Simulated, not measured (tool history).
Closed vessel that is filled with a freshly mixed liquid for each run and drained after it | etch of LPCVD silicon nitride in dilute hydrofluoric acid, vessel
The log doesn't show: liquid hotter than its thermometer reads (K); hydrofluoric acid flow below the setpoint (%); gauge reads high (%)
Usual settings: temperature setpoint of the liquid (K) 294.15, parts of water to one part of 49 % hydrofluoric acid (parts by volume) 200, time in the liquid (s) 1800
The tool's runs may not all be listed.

run	day	temperature setpoint of the liquid (K)	parts of water to one part of 49 % hydrofluoric acid (parts by volume)	time in the liquid (s)	wafers since the last listed run	hours since the thermometer was replaced	hours since the hydrofluoric acid flow meter was replaced	hours since the gauge calibration	read-back film thickness of the LPCVD silicon nitride reference wafer, read on the same gauge (nm)	thickness taken off the LPCVD silicon nitride on a monitor wafer (nm)
1	0	294.15	200	1800	0	1426.8	875.7	295.8	49.998	4.324
2	0.317	294.15	200	1800	198	1434.4	883.3	303.4	49.965	4.39
3	1.021	297.65	200	1800	440	1451.3	900.2	320.3	49.979	5.465
4	1.333	297.65	200	1800	195	1458.8	907.7	327.8	50.016	5.375
5	2.475	297.65	200	1800	714	1486.2	935.1	355.2	50.003	5.448
6	2.771	294.15	200	2240	185	1493.3	942.2	362.3	50.01	5.383
7	3.325	294.15	200	2240	346	1506.6	955.5	375.6	49.988	5.362
8	4.021	294.15	200	2240	435	1523.3	972.2	392.3	50.005	5.331
9	4.4	293.15	200	1800	237	1532.4	981.3	401.4	49.99	4.075
10	4.692	294.15	250	1800	182	1539.4	988.3	408.4	50.006	3.506
# day 5.229: gauge calibrated
11	6.304	294.15	250	1800	1009	1578.1	1027	25.8	50.005	3.487
12	6.683	294.15	250	1800	237	1587.2	1036.1	34.9	50.011	3.52
13	7.288	294.15	295	1800	378	1601.7	1050.6	49.4	49.989	2.93
# day 7.679: hydrofluoric acid flow meter replaced
14	7.7	294.15	200	1800	232	1611.6	0.5	59.3	50.025	4.348
15	8.417	294.15	200	1800	448	1628.8	17.7	76.5	50.01	4.359
16	8.842	296.15	250	1800	266	1639	27.9	86.7	50	4.018
17	10.596	294.15	200	1800	1098	1681.1	70	128.8	50.008	4.392
18	11.271	294.15	270	1800	422	1697.3	86.2	145	50.002	3.247
19	11.558	290.15	285	1800	179	1704.2	93.1	151.9	50.033	2.453
20	12.129	290.65	295	745	357	1717.9	106.8	165.6	49.993	1.019
# day 12.408: thermometer replaced
21	12.775	290.65	275	1800	378	8.8	122.3	181.1	49.987	2.234
22	13.292	290.15	265	2225	323	21.2	134.7	193.5	49.977	2.731
23	13.733	295.65	120	2255	276	31.8	145.3	204.1	50	8.711
24	14.238	298.15	200	1800	315	43.9	157.4	216.2	49.996	4.836
25	14.667	294.15	200	1800	268	54.2	167.7	226.5	49.965	3.81
26	15.212	294.15	200	1800	341	67.3	180.8	239.6	50.001	3.789
27	15.808	290.15	245	2775	372	81.6	195.1	253.9	50.005	3.657
28	16.238	291.65	105	1155	268	91.9	205.4	264.2	50.013	3.934
29	18.229	294.15	230	1800	1246	139.7	253.2	312	49.991	3.333
30	19.533	294.15	200	1800	816	171	284.5	343.3	49.975	3.847
31	19.921	297.65	200	1405	242	180.3	293.8	352.6	49.992	3.705
32	20.6	298.15	200	2360	425	196.6	310.1	368.9	50.019	6.471
33	20.946	294.15	200	2515	216	204.9	318.4	377.2	49.983	5.355

3 ways to go on from here, each from the tool as it stands after run 33. What would each give?
A	20.996	294.15	200	1800	31	206.1	319.6	378.4	?	?
B	20.996	296.65	200	750	31	206.1	319.6	378.4	?	?
C	20.996	294.15	110	765	31	206.1	319.6	378.4	?	?

run	read-back film thickness of the LPCVD silicon nitride reference wafer, read on the same gauge (nm)	thickness taken off the LPCVD silicon nitride on a monitor wafer (nm)
A	50.007	3.889
B	50.007	1.902
C	50.007	2.969
Without the tool's hidden state the same runs would have given:
run	thickness taken off the LPCVD silicon nitride on a monitor wafer (nm)
A	3.763
B	1.841
C	2.869

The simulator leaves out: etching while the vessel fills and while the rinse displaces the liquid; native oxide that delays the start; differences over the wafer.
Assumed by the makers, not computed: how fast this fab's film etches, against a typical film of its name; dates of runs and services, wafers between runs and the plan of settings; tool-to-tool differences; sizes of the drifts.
